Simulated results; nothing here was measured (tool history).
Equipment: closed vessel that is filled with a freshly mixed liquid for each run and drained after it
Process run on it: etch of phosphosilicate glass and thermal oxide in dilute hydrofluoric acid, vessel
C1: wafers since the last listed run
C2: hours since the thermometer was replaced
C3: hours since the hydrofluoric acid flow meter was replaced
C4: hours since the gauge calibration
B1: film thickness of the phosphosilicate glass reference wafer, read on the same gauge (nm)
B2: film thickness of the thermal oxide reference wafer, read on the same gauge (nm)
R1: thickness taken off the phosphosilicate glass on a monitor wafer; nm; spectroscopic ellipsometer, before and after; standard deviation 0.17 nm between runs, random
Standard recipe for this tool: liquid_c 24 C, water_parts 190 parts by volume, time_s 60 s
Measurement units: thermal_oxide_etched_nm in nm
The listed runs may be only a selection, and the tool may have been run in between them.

run 1 hour=0 | liquid_c=24 water_parts=190 time_s=60 | C1=0 C2=1218.4 C3=1677.5 C4=39 | B1=49.95 B2=29.997 | R1=26.59 thermal_oxide_etched_nm=1.206
run 2 hour=30.6 | liquid_c=24 water_parts=190 time_s=60 | C1=2968 C2=1249 C3=1708.1 C4=69.6 | B1=49.99 B2=29.994 | R1=26.72 thermal_oxide_etched_nm=1.289
run 3 hour=58.4 | liquid_c=24 water_parts=190 time_s=60 | C1=2696 C2=1276.8 C3=1735.9 C4=97.4 | B1=50.01 B2=30.009 | R1=26.61 thermal_oxide_etched_nm=1.245
run 4 hour=79.3 | liquid_c=24 water_parts=190 time_s=60 | C1=2027 C2=1297.7 C3=1756.8 C4=118.3 | B1=50 B2=29.985 | R1=26.49 thermal_oxide_etched_nm=1.26
run 5 hour=108.4 | liquid_c=24 water_parts=190 time_s=60 | C1=2822 C2=1326.8 C3=1785.9 C4=147.4 | B1=50.05 B2=30.003 | R1=26.2 thermal_oxide_etched_nm=1.227
run 6 hour=186.4 | liquid_c=24 water_parts=190 time_s=45 | C1=7565 C2=1404.8 C3=1863.9 C4=225.4 | B1=50 B2=29.987 | R1=19.68 thermal_oxide_etched_nm=0.906
run 7 hour=212.2 | liquid_c=24 water_parts=190 time_s=60 | C1=2502 C2=1430.6 C3=1889.7 C4=251.2 | B1=50 B2=29.995 | R1=26.23 thermal_oxide_etched_nm=1.177
run 8 hour=231 | liquid_c=24 water_parts=190 time_s=60 | C1=1823 C2=1449.4 C3=1908.5 C4=270 | B1=50 B2=29.969 | R1=26.38 thermal_oxide_etched_nm=1.186
run 9 hour=255.3 | liquid_c=24 water_parts=190 time_s=60 | C1=2356 C2=1473.7 C3=1932.8 C4=294.3 | B1=49.94 B2=30.031 | R1=26.58 thermal_oxide_etched_nm=1.206
-- hour=272.7 hydrofluoric acid flow meter replaced
run 10 hour=278.5 | liquid_c=24 water_parts=240 time_s=60 | C1=2153 C2=1496.9 C3=5.8 C4=317.5 | B1=50.03 B2=29.987 | R1=17.88 thermal_oxide_etched_nm=0.838
run 11 hour=313.3 | liquid_c=24 water_parts=190 time_s=60 | C1=3375 C2=1531.7 C3=40.6 C4=352.3 | B1=50.01 B2=30.002 | R1=23.73 thermal_oxide_etched_nm=1.105
run 12 hour=330.5 | liquid_c=19.5 water_parts=240 time_s=50 | C1=1668 C2=1548.9 C3=57.8 C4=369.5 | B1=49.99 B2=29.995 | R1=12.8 thermal_oxide_etched_nm=0.599
-- hour=338 hydrofluoric acid flow meter replaced, repeated, since the last time left the tool worse
run 13 hour=347.2 | liquid_c=19 water_parts=140 time_s=50 | C1=1522 C2=1565.6 C3=9.2 C4=386.2 | B1=49.95 B2=29.995 | R1=28.88 thermal_oxide_etched_nm=1.315
run 14 hour=366.4 | liquid_c=24 water_parts=190 time_s=30 | C1=1862 C2=1584.8 C3=28.4 C4=405.4 | B1=49.98 B2=29.989 | R1=14.77 thermal_oxide_etched_nm=0.678
-- hour=394 thermometer replaced
-- hour=400.3 gauge calibrated
run 15 hour=424.3 | liquid_c=24 water_parts=145 time_s=30 | C1=5519 C2=30.3 C3=86.3 C4=24 | B1=50.03 B2=30.017 | R1=20.14 thermal_oxide_etched_nm=0.923
run 16 hour=458 | liquid_c=19.5 water_parts=235 time_s=90 | C1=3268 C2=64 C3=120 C4=57.7 | B1=49.94 B2=29.993 | R1=28.51 thermal_oxide_etched_nm=1.319
run 17 hour=483.6 | liquid_c=25.5 water_parts=220 time_s=90 | C1=2483 C2=89.6 C3=145.6 C4=83.3 | B1=49.98 B2=30.014 | R1=38.27 thermal_oxide_etched_nm=1.724
run 18 hour=509.3 | liquid_c=24 water_parts=145 time_s=30 | C1=2492 C2=115.3 C3=171.3 C4=109 | B1=49.99 B2=30.006 | R1=20.02 thermal_oxide_etched_nm=0.949
run 19 hour=528 | liquid_c=24 water_parts=190 time_s=60 | C1=1813 C2=134 C3=190 C4=127.7 | B1=49.97 B2=29.988 | R1=28.86 thermal_oxide_etched_nm=1.305

What differs in the tool's unlogged condition from the final listed run ahead of each entry between runs to the first listed run following it?
After run 9, before run 10: hydrofluoric acid flow meter replaced (hour 272.7)
  hydrofluoric acid flow below the setpoint (%): 8.97 -> 15.3
  difference, measured minus the result without the unlogged condition, R1: -3.21 -> -4.19 nm; thermal_oxide_etched_nm: -0.146 -> -0.196 nm
After run 12, before run 13: hydrofluoric acid flow meter replaced, repeated, since the last time left the tool worse (hour 338)
  hydrofluoric acid flow below the setpoint (%): 15.6 -> 0.5
  difference, measured minus the result without the unlogged condition, R1: -2.99 -> -0.17 nm; thermal_oxide_etched_nm: -0.14 -> -0.007 nm
After run 14, before run 15: thermometer replaced (hour 394); gauge calibrated (hour 400.3)
  hydrofluoric acid flow below the setpoint (%): 0.584 -> 0.838
  difference, measured minus the result without the unlogged condition, R1: -0.11 -> -0.19 nm; thermal_oxide_etched_nm: -0.005 -> -0.009 nm
